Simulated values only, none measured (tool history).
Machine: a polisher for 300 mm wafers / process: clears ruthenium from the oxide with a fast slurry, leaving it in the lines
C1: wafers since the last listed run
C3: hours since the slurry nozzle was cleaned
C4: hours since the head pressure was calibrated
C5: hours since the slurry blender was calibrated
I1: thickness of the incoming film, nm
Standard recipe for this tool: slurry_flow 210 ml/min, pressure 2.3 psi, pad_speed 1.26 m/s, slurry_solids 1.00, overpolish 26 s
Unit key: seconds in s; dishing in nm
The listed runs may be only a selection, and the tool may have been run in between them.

Run 1, hour 0.0: usual settings but pressure 2.6 psi; C1 0; wafers polished on this pad 381; C3 414.4; C4 276.7; C5 205.0; I1 209.6. Result: seconds 36.8 s, dishing 80.3 nm.
Run 2, hour 33.6: usual settings but pressure 2.6 psi; C1 493; wafers polished on this pad 875; C3 448.0; C4 310.3; C5 238.6; I1 209.3. Result: seconds 36.7 s, dishing 81.0 nm.
At hour 37.5: slurry nozzle cleaned.
Run 3, hour 91.9: usual settings but slurry_solids 1.10; C1 841; wafers polished on this pad 1716; C3 54.4; C4 368.6; C5 296.9; I1 211.9. Result: seconds 38.7 s, dishing 79.2 nm.
Run 4, hour 146.4: usual settings but slurry_solids 1.10; C1 800; wafers polished on this pad 2516; C3 108.9; C4 423.1; C5 351.4; I1 210.1. Result: seconds 39.0 s, dishing 76.0 nm.
At hour 170.5: head pressure recalibrated.
At hour 187.6: slurry blender recalibrated.
Run 5, hour 189.7: usual settings; C1 577; wafers polished on this pad 3094; C3 152.2; C4 19.2; C5 2.1; I1 212.7. Result: seconds 46.4 s, dishing 70.9 nm.
At hour 212.4: worn pad replaced by a new one.
Run 6, hour 256.8: usual settings but pad_speed 0.92 m/s, overpolish 29 s; C1 926; wafers polished on this pad 652; C3 219.3; C4 86.3; C5 69.2; I1 207.0. Result: seconds 60.0 s, dishing 66.1 nm.
Run 7, hour 328.1: usual settings but pad_speed 0.92 m/s, overpolish 29 s; C1 1047; wafers polished on this pad 1699; C3 290.6; C4 157.6; C5 140.5; I1 210.0. Result: seconds 58.5 s, dishing 63.3 nm.
Run 8, hour 385.2: usual settings; C1 838; wafers polished on this pad 2538; C3 347.7; C4 214.7; C5 197.6; I1 207.4. Result: seconds 41.0 s, dishing 73.8 nm.
Run 9, hour 418.4: usual settings; C1 487; wafers polished on this pad 3025; C3 380.9; C4 247.9; C5 230.8; I1 211.2. Result: seconds 41.8 s, dishing 74.1 nm.
At hour 469.7: worn pad replaced by a new one.
Run 10, hour 470.2: usual settings; C1 701; wafers polished on this pad 6; C3 432.7; C4 299.7; C5 282.6; I1 209.3. Result: seconds 42.7 s, dishing 72.3 nm.
At hour 501.9: slurry blender recalibrated.
Run 11, hour 502.4: usual settings; C1 443; wafers polished on this pad 450; C3 464.9; C4 331.9; C5 0.5; I1 209.7. Result: seconds 41.8 s, dishing 75.2 nm.
At hour 517.8: slurry nozzle cleaned.
Run 12, hour 536.4: usual settings; C1 484; wafers polished on this pad 935; C3 18.6; C4 365.9; C5 34.5; I1 207.6. Result: seconds 41.0 s, dishing 73.6 nm.
Run 13, hour 589.6: usual settings; C1 781; wafers polished on this pad 1716; C3 71.8; C4 419.1; C5 87.7; I1 212.4. Result: seconds 42.7 s, dishing 75.5 nm.
At hour 603.0: head pressure recalibrated.
Run 14, hour 648.3: usual settings but pad_speed 0.98 m/s; C1 832; wafers polished on this pad 2548; C3 130.5; C4 45.3; C5 146.4; I1 209.1. Result: seconds 58.0 s, dishing 63.5 nm.
Run 15, hour 693.6: usual settings but pad_speed 1.02 m/s; C1 665; wafers polished on this pad 3214; C3 175.8; C4 90.6; C5 191.7; I1 207.5. Result: seconds 52.8 s, dishing 63.9 nm.
At hour 702.8: worn pad replaced by a new one.
Run 16, hour 734.1: usual settings; C1 536; wafers polished on this pad 459; C3 216.3; C4 131.1; C5 232.2; I1 207.6. Result: seconds 42.8 s, dishing 69.9 nm.
Run 17, hour 761.0: usual settings but pressure 2.6 psi; C1 395; wafers polished on this pad 854; C3 243.2; C4 158.0; C5 259.1; I1 209.8. Result: seconds 36.3 s, dishing 78.8 nm.
Run 18, hour 830.9: usual settings but slurry_flow 240 ml/min, slurry_solids 1.30; C1 1026; wafers polished on this pad 1881; C3 313.1; C4 227.9; C5 329.0; I1 211.4. Result: seconds 38.3 s, dishing 78.9 nm.
At hour 855.7: slurry blender recalibrated.
Run 19, hour 884.5: usual settings but pressure 2.0 psi; C1 757; wafers polished on this pad 2639; C3 366.7; C4 281.5; C5 28.8; I1 212.4. Result: seconds 48.2 s, dishing 65.8 nm.
Run 20, hour 917.4: usual settings but slurry_solids 1.30; C1 483; wafers polished on this pad 3122; C3 399.6; C4 314.4; C5 61.7; I1 213.9. Result: seconds 39.1 s, dishing 78.9 nm.
At hour 977.6: worn pad replaced by a new one.
At hour 989.8: slurry nozzle cleaned.
Run 21, hour 990.3: usual settings; C1 997; wafers polished on this pad 171; C3 0.5; C4 387.3; C5 134.6; I1 211.8. Result: seconds 41.1 s, dishing 73.0 nm.
At hour 1014.6: head pressure recalibrated.
Run 22, hour 1032.7: usual settings but slurry_flow 245 ml/min, pressure 3.0 psi; C1 593; wafers polished on this pad 764; C3 42.9; C4 18.1; C5 177.0; I1 208.7. Result: seconds 34.1 s, dishing 82.7 nm.
Run 23, hour 1065.4: usual settings but pad_speed 1.02 m/s; C1 480; wafers polished on this pad 1244; C3 75.6; C4 50.8; C5 209.7; I1 210.9. Result: seconds 54.8 s, dishing 62.0 nm.
Run 24, hour 1129.8: usual settings; C1 945; wafers polished on this pad 2190; C3 140.0; C4 115.2; C5 274.1; I1 211.2. Result: seconds 42.6 s, dishing 75.7 nm.
At hour 1181.2: slurry blender recalibrated.
Run 25, hour 1214.5: usual settings but slurry_solids 1.15; C1 1214; wafers polished on this pad 3405; C3 224.7; C4 199.9; C5 33.3; I1 206.3. Result: seconds 38.0 s, dishing 79.2 nm.
At hour 1243.4: worn pad replaced by a new one.
Run 26, hour 1282.1: usual settings but pressure 3.1 psi, pad_speed 0.90 m/s; C1 933; wafers polished on this pad 568; C3 292.3; C4 267.5; C5 100.9; I1 211.1. Result: seconds 42.6 s, dishing 74.1 nm.
Run 27, hour 1334.9: usual settings but overpolish 15 s; C1 775; wafers polished on this pad 1344; C3 345.1; C4 320.3; C5 153.7; I1 211.0. Result: seconds 40.1 s, dishing 51.1 nm.

Predict each of these 4 candidate next runs independently; none follows another, all start after run 27:
Run A, hour 1335.3: usual settings but pressure 1.9 psi; C1 5; wafers polished on this pad 1350; C3 345.5; C4 320.7; C5 154.1; I1 205.6. Result: seconds ?, dishing ?.
Run B, hour 1335.3: usual settings but slurry_flow 230 ml/min, pressure 2.8 psi, slurry_solids 0.80, overpolish 15 s; C1 5; wafers polished on this pad 1350; C3 345.5; C4 320.7; C5 154.1; I1 205.6. Result: seconds ?, dishing ?.
Run C, hour 1335.3: usual settings but slurry_flow 180 ml/min, pressure 3.0 psi, slurry_solids 0.90, overpolish 18 s; C1 5; wafers polished on this pad 1350; C3 345.5; C4 320.7; C5 154.1; I1 205.6. Result: seconds ?, dishing ?.
Run D, hour 1335.3: usual settings but pressure 1.9 psi, pad_speed 1.68 m/s, slurry_solids 1.15; C1 5; wafers polished on this pad 1350; C3 345.5; C4 320.7; C5 154.1; I1 205.6. Result: seconds ?, dishing ?.

run  seconds  dishing
  A     47.0     67.2
  B     35.1     56.7
  C     32.0     67.9
  D     33.3     81.6
The same runs, with their run-to-run variation unchanged, on a tool lacking any hidden condition would have given:
run  seconds  dishing
  A     52.8     62.4
  B     39.4     52.2
  C     36.0     63.1
  D     37.4     76.8

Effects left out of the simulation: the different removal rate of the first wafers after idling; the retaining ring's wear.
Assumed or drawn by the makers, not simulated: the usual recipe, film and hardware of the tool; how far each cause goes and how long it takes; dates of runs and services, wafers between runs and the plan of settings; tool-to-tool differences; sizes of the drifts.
